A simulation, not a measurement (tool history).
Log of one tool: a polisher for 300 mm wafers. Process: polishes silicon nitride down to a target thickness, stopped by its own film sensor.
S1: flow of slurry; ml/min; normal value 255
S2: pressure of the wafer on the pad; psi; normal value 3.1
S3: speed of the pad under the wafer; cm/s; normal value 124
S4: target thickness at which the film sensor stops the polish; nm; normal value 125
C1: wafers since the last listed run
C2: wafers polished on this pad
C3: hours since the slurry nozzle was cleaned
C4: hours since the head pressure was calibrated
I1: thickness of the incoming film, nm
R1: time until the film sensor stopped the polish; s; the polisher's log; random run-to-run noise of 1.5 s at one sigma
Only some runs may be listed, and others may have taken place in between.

run,day,S1,S2,S3,S4,C1,C2,C3,C4,I1,R1
1,0,255,3.1,124,104,0,862,539.9,333.2,300.1,97.1
2,3.238,255,3.1,124,104,596,1459,617.6,410.9,300.9,99.2
3,5.517,255,3.1,124,125,420,1879,672.3,465.6,301.4,85.9
# day 5.875: slurry nozzle cleaned
4,9.158,255,3.1,124,125,663,2543,78.8,553,302.9,85.1
5,13.117,255,3.1,124,125,729,3273,173.8,648,301,86
6,17.275,255,3.8,124,125,766,4039,273.6,747.8,299.1,69.9
# day 19.042: head pressure recalibrated
7,20.292,255,3.8,124,125,540,4580,346,30,299.9,66.7
# day 24.029: worn pad replaced by a new one
8,24.138,255,3.1,124,125,678,19,438.3,122.3,304.5,81.1
9,28.279,255,3.1,124,125,763,783,537.7,221.7,299.8,82.4
10,30.138,255,3.1,124,125,342,1126,582.3,266.3,299,79.6
11,31.858,255,3.1,124,125,317,1443,623.6,307.6,301.8,80.8
12,33.738,255,3.1,124,125,346,1790,668.7,352.7,298.1,79.1
# day 35.142: slurry nozzle cleaned
13,37.108,255,3.1,124,169,613,2403,47.2,433.6,298.2,58.9
14,40.1,255,3.1,124,169,551,2955,119,505.4,299.7,58.7
15,42.625,185,3.1,160,109,465,3421,179.6,566,302.3,73.6
16,45.521,335,3.1,142,125,533,3955,249.1,635.5,306,71.2
# day 45.767: head pressure recalibrated, repeated, since the last time left the tool worse
17,47.471,255,3.1,124,125,344,4299,295.9,40.9,298.9,89.9
18,50.008,180,4,150,125,467,4767,356.8,101.8,297.7,59.7
19,52.654,255,3.8,124,125,487,5255,420.3,165.3,295,68.7
# day 56.638: worn pad replaced by a new one
# day 61.642: slurry nozzle cleaned
20,62.867,230,3.8,82,181,1844,1141,29.4,410.4,293.6,61.5
21,65.929,255,3.5,136,125,564,1705,102.9,483.9,300.1,69.6
22,67.479,170,3.1,124,94,285,1991,140.1,521.1,301.7,109.1
23,70.329,255,3.1,124,125,525,2517,208.5,589.5,300.5,87.5
# day 70.912: head pressure recalibrated
24,74.225,255,3.1,124,125,703,3220,302,79.5,300.4,87.1
25,78.475,330,3.1,138,125,783,4003,404,181.5,298.4,79.8
26,82.554,255,3.1,124,125,752,4756,501.9,279.4,296.2,87.7
# day 82.725: worn pad replaced by a new one
27,84.138,295,2.4,148,176,261,260,539.9,317.4,300.7,70.1
28,87.65,255,3.1,124,183,647,908,624.2,401.7,305.6,60.6
29,89.746,340,2.6,100,73,386,1294,674.5,452,298.1,152.2
# day 91.929: slurry nozzle cleaned
30,92.362,255,2.2,96,125,474,1769,10.4,514.8,300.1,148.7
31,95.775,255,3.1,124,125,629,2398,92.3,596.7,298.4,86.6
32,102.162,210,3.4,100,107,1177,3576,245.6,750,301.2,103.1
# day 103.862: head pressure recalibrated
33,106.271,255,3.7,158,125,742,4318,344.2,57.8,298.6,63.2
34,109.108,325,3.1,158,125,523,4842,412.3,125.9,296.3,71
35,112.55,255,2.4,124,71,634,5476,494.9,208.5,299.4,143.4
# day 114.358: worn pad replaced by a new one
36,114.775,255,3.1,124,125,379,76,548.3,261.9,295.5,82.2
# day 117.683: slurry nozzle cleaned
37,118.138,300,2.2,166,109,612,689,10.9,342.6,296.2,102.2

Hidden state or all else? Some run-to-run changes of R1, split into what the settings, what came in and random variation would give without the hidden state, and what is left for the hidden state (with any gauge scatter that isn't in both results):
Hidden state present: removal rate lost through wear of the pad, %; slurry flow missing at the pad, %; deviation of the head's pressure from its setpoint, %.
Run 16 -> 17: S1 335 -> 255, S3 142 -> 124, head pressure recalibrated, repeated, since the last time left the tool worse. R1 +18.7 s: hidden state +9.7, all else +9.
Run 28 -> 29: S1 255 -> 340, S2 3.1 -> 2.6, S3 124 -> 100, S4 183 -> 73. R1 +91.6 s: hidden state -4.3, all else +95.9.
Run 30 -> 31: S2 2.2 -> 3.1, S3 96 -> 124. R1 -62.1 s: hidden state +2.8, all else -64.9.
Run 34 -> 35: S1 325 -> 255, S2 3.1 -> 2.4, S3 158 -> 124, S4 125 -> 71. R1 +72.4 s: hidden state -3.9, all else +76.3.

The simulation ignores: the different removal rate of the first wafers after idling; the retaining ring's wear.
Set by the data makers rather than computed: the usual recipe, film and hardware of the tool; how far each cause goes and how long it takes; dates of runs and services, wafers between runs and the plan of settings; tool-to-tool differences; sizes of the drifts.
